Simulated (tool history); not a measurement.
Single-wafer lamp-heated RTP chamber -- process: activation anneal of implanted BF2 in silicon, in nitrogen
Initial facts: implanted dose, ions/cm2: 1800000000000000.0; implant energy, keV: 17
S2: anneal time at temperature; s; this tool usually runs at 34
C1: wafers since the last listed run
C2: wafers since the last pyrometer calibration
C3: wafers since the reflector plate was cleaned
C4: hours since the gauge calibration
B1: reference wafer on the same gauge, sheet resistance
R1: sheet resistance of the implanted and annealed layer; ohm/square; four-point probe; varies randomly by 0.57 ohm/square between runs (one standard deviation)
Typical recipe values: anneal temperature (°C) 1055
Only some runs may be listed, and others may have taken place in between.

{"run": 1, "hour": 0.0, "anneal temperature (°C)": 1073, "S2": 39, "C1": 0, "C2": 5278, "C3": 2040, "C4": 514.9, "B1": 108.95, "R1": 79.46}
{"hour": 63.1, "done": "pyrometer window cleaned and pyrometer calibrated"}
{"run": 2, "hour": 63.6, "anneal temperature (°C)": 1036, "S2": 34, "C1": 880, "C2": 7, "C3": 2921, "C4": 578.5, "B1": 109.13, "R1": 117.12}
{"run": 3, "hour": 100.1, "anneal temperature (°C)": 1036, "S2": 34, "C1": 578, "C2": 586, "C3": 3499, "C4": 615.0, "B1": 109.11, "R1": 116.09}
{"run": 4, "hour": 131.3, "anneal temperature (°C)": 1036, "S2": 34, "C1": 494, "C2": 1080, "C3": 3993, "C4": 646.2, "B1": 109.01, "R1": 115.98}
{"run": 5, "hour": 192.3, "anneal temperature (°C)": 1055, "S2": 34, "C1": 966, "C2": 2046, "C3": 4960, "C4": 707.2, "B1": 108.79, "R1": 97.31}
{"run": 6, "hour": 220.1, "anneal temperature (°C)": 1055, "S2": 34, "C1": 440, "C2": 2487, "C3": 5400, "C4": 735.0, "B1": 109.34, "R1": 97.24}
{"run": 7, "hour": 271.3, "anneal temperature (°C)": 1055, "S2": 34, "C1": 811, "C2": 3298, "C3": 6211, "C4": 786.2, "B1": 108.76, "R1": 96.18}
{"run": 8, "hour": 341.0, "anneal temperature (°C)": 1055, "S2": 45, "C1": 1104, "C2": 4402, "C3": 7315, "C4": 855.9, "B1": 108.76, "R1": 89.81}
{"run": 9, "hour": 405.3, "anneal temperature (°C)": 1055, "S2": 45, "C1": 1018, "C2": 5421, "C3": 8334, "C4": 920.2, "B1": 108.89, "R1": 89.99}
{"hour": 430.1, "done": "pyrometer window cleaned and pyrometer calibrated"}
{"run": 10, "hour": 471.2, "anneal temperature (°C)": 1055, "S2": 45, "C1": 917, "C2": 651, "C3": 9251, "C4": 986.1, "B1": 109.02, "R1": 93.17}
{"hour": 514.8, "done": "reflector plate cleaned"}
{"run": 11, "hour": 672.3, "anneal temperature (°C)": 1055, "S2": 34, "C1": 3059, "C2": 3710, "C3": 2495, "C4": 1187.2, "B1": 109.07, "R1": 95.83}
{"hour": 835.9, "done": "pyrometer window cleaned and pyrometer calibrated"}
{"hour": 842.8, "done": "gauge calibrated"}
{"run": 12, "hour": 854.3, "anneal temperature (°C)": 1055, "S2": 34, "C1": 2756, "C2": 290, "C3": 5252, "C4": 11.5, "B1": 109.28, "R1": 101.57}
{"run": 13, "hour": 891.7, "anneal temperature (°C)": 1055, "S2": 34, "C1": 592, "C2": 883, "C3": 5844, "C4": 48.9, "B1": 108.97, "R1": 99.63}
{"run": 14, "hour": 939.9, "anneal temperature (°C)": 1055, "S2": 34, "C1": 763, "C2": 1647, "C3": 6608, "C4": 97.1, "B1": 109.08, "R1": 98.16}
{"run": 15, "hour": 978.4, "anneal temperature (°C)": 1064, "S2": 23, "C1": 609, "C2": 2256, "C3": 7218, "C4": 135.6, "B1": 109.08, "R1": 98.16}
{"run": 16, "hour": 1031.6, "anneal temperature (°C)": 1055, "S2": 53, "C1": 842, "C2": 3099, "C3": 8061, "C4": 188.8, "B1": 109.0, "R1": 86.52}
{"run": 17, "hour": 1061.2, "anneal temperature (°C)": 1055, "S2": 25, "C1": 468, "C2": 3568, "C3": 8530, "C4": 218.4, "B1": 109.08, "R1": 102.84}
{"run": 18, "hour": 1115.8, "anneal temperature (°C)": 1055, "S2": 34, "C1": 864, "C2": 4433, "C3": 9395, "C4": 273.0, "B1": 108.73, "R1": 95.91}
{"hour": 1153.5, "done": "reflector plate cleaned"}
{"run": 19, "hour": 1155.1, "anneal temperature (°C)": 1067, "S2": 51, "C1": 495, "C2": 4929, "C3": 25, "C4": 312.3, "B1": 109.09, "R1": 78.8}
{"run": 20, "hour": 1204.8, "anneal temperature (°C)": 1035, "S2": 34, "C1": 787, "C2": 5716, "C3": 812, "C4": 362.0, "B1": 108.83, "R1": 111.76}
{"hour": 1234.1, "done": "pyrometer window cleaned and pyrometer calibrated"}
{"run": 21, "hour": 1267.4, "anneal temperature (°C)": 1077, "S2": 21, "C1": 864, "C2": 527, "C3": 1677, "C4": 424.6, "B1": 108.93, "R1": 92.66}
{"run": 22, "hour": 1298.3, "anneal temperature (°C)": 1055, "S2": 34, "C1": 489, "C2": 1016, "C3": 2167, "C4": 455.5, "B1": 108.89, "R1": 98.68}

Run 23 has not been measured yet. What should we expect?
{"run": 23, "hour": 1369.1, "anneal temperature (°C)": 1055, "S2": 34, "C1": 1121, "C2": 2138, "C3": 3288, "C4": 526.3, "B1": "?", "R1": "?"}

Run 23 yielded B1 108.88, R1 96.24 ohm/square.
With no hidden state in the tool, this same run would have given R1 101.91 ohm/square.
